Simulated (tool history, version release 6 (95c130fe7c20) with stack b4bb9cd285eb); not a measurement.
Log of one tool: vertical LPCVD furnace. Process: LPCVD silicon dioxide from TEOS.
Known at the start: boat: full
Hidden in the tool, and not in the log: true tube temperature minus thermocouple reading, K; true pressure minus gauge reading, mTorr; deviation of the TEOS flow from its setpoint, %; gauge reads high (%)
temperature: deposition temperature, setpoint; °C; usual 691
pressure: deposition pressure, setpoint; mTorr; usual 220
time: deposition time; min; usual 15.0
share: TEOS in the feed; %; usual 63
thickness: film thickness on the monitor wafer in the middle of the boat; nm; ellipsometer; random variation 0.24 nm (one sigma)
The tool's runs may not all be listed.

run	hour	temperature	pressure	time	share	wafers since the last listed run	hours since the last temperature calibration	hours since the pressure gauge was zeroed	hours since the TEOS flow controller was replaced	hours since the gauge calibration	read-back reference wafer on the same gauge, thickness	thickness
1	0.0	691	220	15.0	63	0	1373.1	1030.3	2968.2	613.9	65.45	65.38
2	28.8	691	220	15.0	63	288	1401.9	1059.1	2997.0	642.7	65.46	65.16
3	41.8	691	220	15.0	63	130	1414.9	1072.1	3010.0	655.7	65.39	65.44
4	65.1	691	220	15.0	63	233	1438.2	1095.4	3033.3	679.0	65.58	64.82
5	99.6	691	220	15.0	63	345	1472.7	1129.9	3067.8	713.5	65.52	65.36
# hour 128.9: gauge calibrated
6	130.8	691	220	15.0	63	312	1503.9	1161.1	3099.0	1.9	65.48	65.47
7	143.1	691	220	15.0	66	123	1516.2	1173.4	3111.3	14.2	65.55	67.04
# hour 181.3: TEOS flow controller replaced
8	181.8	691	220	15.0	66	147	1554.9	1212.1	0.5	52.9	65.54	66.63
9	207.9	691	275	17.5	63	261	1581.0	1238.2	26.6	79.0	65.46	85.71
10	235.0	691	275	17.5	63	271	1608.1	1265.3	53.7	106.1	65.55	85.39
11	267.5	681	220	9.5	63	325	1640.6	1297.8	86.2	138.6	65.46	32.55
12	285.3	686	170	15.0	53	178	1658.4	1315.6	104.0	156.4	65.55	46.21
13	307.4	691	220	15.0	63	221	1680.5	1337.7	126.1	178.5	65.53	64.78
# hour 353.7: thermocouples replaced and temperature profile calibrated
14	354.2	682	220	18.0	63	228	0.5	1384.5	172.9	225.3	65.45	62.67
15	358.9	691	220	15.0	71	47	5.2	1389.2	177.6	230.0	65.43	68.90
16	410.3	691	220	15.0	63	514	56.6	1440.6	229.0	281.4	65.46	64.62
17	437.5	691	175	10.5	74	272	83.8	1467.8	256.2	308.6	65.49	43.69
18	450.2	695	250	17.5	70	127	96.5	1480.5	268.9	321.3	65.51	93.30
19	463.3	691	260	15.0	53	131	109.6	1493.6	282.0	334.4	65.56	64.83
20	497.0	691	250	15.0	63	337	143.3	1527.3	315.7	368.1	65.50	69.18
# hour 614.3: pressure gauge zeroed
21	614.8	691	220	15.0	63	939	261.1	0.5	433.5	485.9	65.46	66.73
22	623.5	691	220	16.5	63	87	269.8	9.2	442.2	494.6	65.49	73.14
23	647.0	687	220	15.0	63	235	293.3	32.7	465.7	518.1	65.40	60.41
24	680.8	682	220	17.5	66	338	327.1	66.5	499.5	551.9	65.50	64.45
25	701.6	698	260	17.0	63	208	347.9	87.3	520.3	572.7	65.51	96.42
26	732.8	691	200	12.5	71	312	379.1	118.5	551.5	603.9	65.46	55.49
27	751.8	691	220	15.0	63	190	398.1	137.5	570.5	622.9	65.61	66.61
28	785.9	697	220	15.0	63	341	432.2	171.6	604.6	657.0	65.55	76.41
29	803.0	691	220	15.0	63	171	449.3	188.7	621.7	674.1	65.47	66.25
30	819.3	684	250	20.0	53	163	465.6	205.0	638.0	690.4	65.48	73.15
31	841.0	688	245	12.0	67	217	487.3	226.7	659.7	712.1	65.54	53.96
32	870.4	691	220	18.5	63	294	516.7	256.1	689.1	741.5	65.55	82.13

Forecast each of these 3 alternatives for the next run:
A	875.2	691	220	17.5	63	48	521.5	260.9	693.9	746.3	?	?
B	875.2	691	220	20.5	51	48	521.5	260.9	693.9	746.3	?	?
C	875.2	687	245	17.0	57	48	521.5	260.9	693.9	746.3	?	?

run	read-back reference wafer on the same gauge, thickness	thickness
A	65.51	77.45
B	65.51	81.63
C	65.51	68.69
Without the tool's hidden state the same runs would have given:
run	thickness
A	77.69
B	81.88
C	68.87
